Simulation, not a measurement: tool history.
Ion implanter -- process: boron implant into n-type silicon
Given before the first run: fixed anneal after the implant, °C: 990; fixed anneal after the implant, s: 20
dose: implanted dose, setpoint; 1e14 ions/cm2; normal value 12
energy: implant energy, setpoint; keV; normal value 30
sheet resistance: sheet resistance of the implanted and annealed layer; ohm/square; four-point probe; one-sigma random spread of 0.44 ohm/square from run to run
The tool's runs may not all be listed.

run    hour   dose  energy  wafers since the last listed run  hours since the last dose calibration  hours since the extraction supply was calibrated  hours since the gauge calibration  read-back reference wafer on the same gauge, sheet resistance  sheet resistance
  1       0     12      30                                 0                                  360.5                                            1512.7                                123                                                         123.96            105.37
  2    87.9     12      30                              1693                                  448.4                                            1600.6                              210.9                                                         123.95            105.67
  3   138.5     12      30                               975                                    499                                            1651.2                              261.5                                                         123.81            105.46
  4   199.4     12      30                              1173                                  559.9                                            1712.1                              322.4                                                         123.87            104.69
  5   261.5     12      30                              1196                                    622                                            1774.2                              384.5                                                         123.95            105.47
      352.3  -- Faraday cup replaced and dose calibrated
  6   360.7     12      30                              1757                                    8.4                                            1873.4                              483.7                                                            124            105.92
  7   459.3     12      30                              1900                                    107                                              1972                              582.3                                                         124.08            104.87
  8   542.9     12    27.5                              1611                                  190.6                                            2055.6                              665.9                                                         124.07            105.62
  9   593.8     12    27.5                               980                                  241.5                                            2106.5                              716.8                                                         124.06            105.74
 10   630.1     12    27.5                               699                                  277.8                                            2142.8                              753.1                                                         124.05            105.04
 11   732.9     12      30                              1981                                  380.6                                            2245.6                              855.9                                                         124.09            105.46
 12   772.7     12      30                               766                                  420.4                                            2285.4                              895.7                                                         124.03            105.15
      817.4  -- extraction supply calibrated
 13   839.5     12      30                              1133                                  487.2                                              22.1                              962.5                                                         123.93            105.06
 14   879.7     12      30                               774                                  527.4                                              62.3                             1002.7                                                         123.93            105.01
 15   919.9     12      30                               774                                  567.6                                             102.5                             1042.9                                                         123.99            104.96
 16  1005.5     12      30                              1649                                  653.2                                             188.1                             1128.5                                                         124.05               105
     1063.8  -- Faraday cup replaced and dose calibrated
 17  1111.8  10.05    38.5                              1894                                     48                                             294.4                             1234.8                                                         124.07             118.8
 18    1181     12      30                              1333                                  117.2                                             363.6                               1304                                                         124.06            105.29
 19  1239.3   9.66    22.5                              1123                                  175.5                                             421.9                             1362.3                                                            124            127.51
     1295.4  -- gauge calibrated
 20  1360.9     12      26                              2343                                  297.1                                             543.5                               65.5                                                         124.06            106.59
 21  1432.3     12      30                              1375                                  368.5                                             614.9                              136.9                                                         123.98             105.1
 22  1484.3  13.12      22                              1002                                  420.5                                             666.9                              188.9                                                         123.86            101.99
 23  1527.9   9.19    35.5                               840                                  464.1                                             710.5                              232.5                                                         124.05               129
 24  1605.8     12      30                              1501                                    542                                             788.4                              310.4                                                         124.06            104.84
 25  1710.6     12    20.5                              2019                                  646.8                                             893.2                              415.2                                                         123.97            108.44
 26  1747.8     12      30                               716                                    684                                             930.4                              452.4                                                         123.92            105.11
 27  1803.5  10.75      30                              1073                                  739.7                                             986.1                              508.1                                                         124.13            115.84
     1817.4  -- Faraday cup replaced and dose calibrated
 28  1870.7  15.02      35                              1140                                   53.3                                            1053.3                              575.3                                                         123.97             87.57
 29  1910.8  10.27    24.5                               772                                   93.4                                            1093.4                              615.4                                                         124.09            120.55
 30  1998.1     12      38                              1682                                  180.7                                            1180.7                              702.7                                                         124.06            103.04
 31  2049.4     12      30                               988                                    232                                              1232                                754                                                         123.97            105.38
 32  2139.5     12      30                              1736                                  322.1                                            1322.1                              844.1                                                          124.1            104.87
 33  2188.3     12    23.5                               940                                  370.9                                            1370.9                              892.9                                                         123.87            107.77

List, for all runs, the conditions of the tool that the log does not record:
deviation of the true dose from the Faraday cup's reading, %: 0 in every run
deviation of the true energy from its setpoint, %: 0 in every run
gauge reads high (%): 0 in every run

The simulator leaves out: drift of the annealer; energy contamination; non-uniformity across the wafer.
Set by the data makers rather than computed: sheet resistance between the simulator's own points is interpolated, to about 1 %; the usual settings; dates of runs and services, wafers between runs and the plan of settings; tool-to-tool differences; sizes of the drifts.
